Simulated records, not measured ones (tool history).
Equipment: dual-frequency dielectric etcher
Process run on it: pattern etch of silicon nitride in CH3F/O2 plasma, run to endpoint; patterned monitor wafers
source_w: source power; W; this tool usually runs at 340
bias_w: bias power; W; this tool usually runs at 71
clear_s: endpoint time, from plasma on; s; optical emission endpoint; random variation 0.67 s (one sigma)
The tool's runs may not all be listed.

run	hour	source_w	bias_w	wafers since the last listed run	hours since the last wet clean	hours since the last source power generator calibration	hours since the last bias power generator calibration	hours since the last upper electrode change	incoming incoming film thickness, nm	clear_s
1	0	340	71	0	291.6	3705.6	3222.5	2476.6	92.6	109.9
2	9	340	66	50	300.6	3714.6	3231.5	2485.6	93.5	111.7
3	26.6	340	66	98	318.2	3732.2	3249.1	2503.2	92.7	112.8
4	34.9	340	66	46	326.5	3740.5	3257.4	2511.5	92.6	111.9
5	51	340	71	90	342.6	3756.6	3273.5	2527.6	92.5	111.5
# hour 79.6: upper electrode replaced
# hour 102.9: wet clean of the chamber
# hour 106.9: source power generator calibrated
6	107.4	340	71	28	4.5	0.5	3329.9	27.8	92.6	106
7	107.8	340	71	2	4.9	0.9	3330.3	28.2	92.8	105
8	118.8	340	80	61	15.9	11.9	3341.3	39.2	93.3	103.2
# hour 124.3: bias power generator calibrated
9	132.8	340	80	56	29.9	25.9	8.5	53.2	93.6	103.4
10	141.7	340	80	49	38.8	34.8	17.4	62.1	93.2	104.4
11	151.2	340	60	53	48.3	44.3	26.9	71.6	92.4	112.3
12	160.2	340	71	50	57.3	53.3	35.9	80.6	92.6	106.2
13	177.8	340	71	98	74.9	70.9	53.5	98.2	92.8	107.1
14	190.1	380	55	68	87.2	83.2	65.8	110.5	92	111.4
15	200.1	310	71	56	97.2	93.2	75.8	120.5	93.4	111.4
16	208.7	300	71	48	105.8	101.8	84.4	129.1	93.1	113.9

Run 17 comes next. What will it give?
17	215.6	290	71	38	112.7	108.7	91.3	136	92.6	?

clear_s: 114 s
With the hidden condition absent and the run-to-run variation left alone, this run would have shown clear_s 111.9 s.
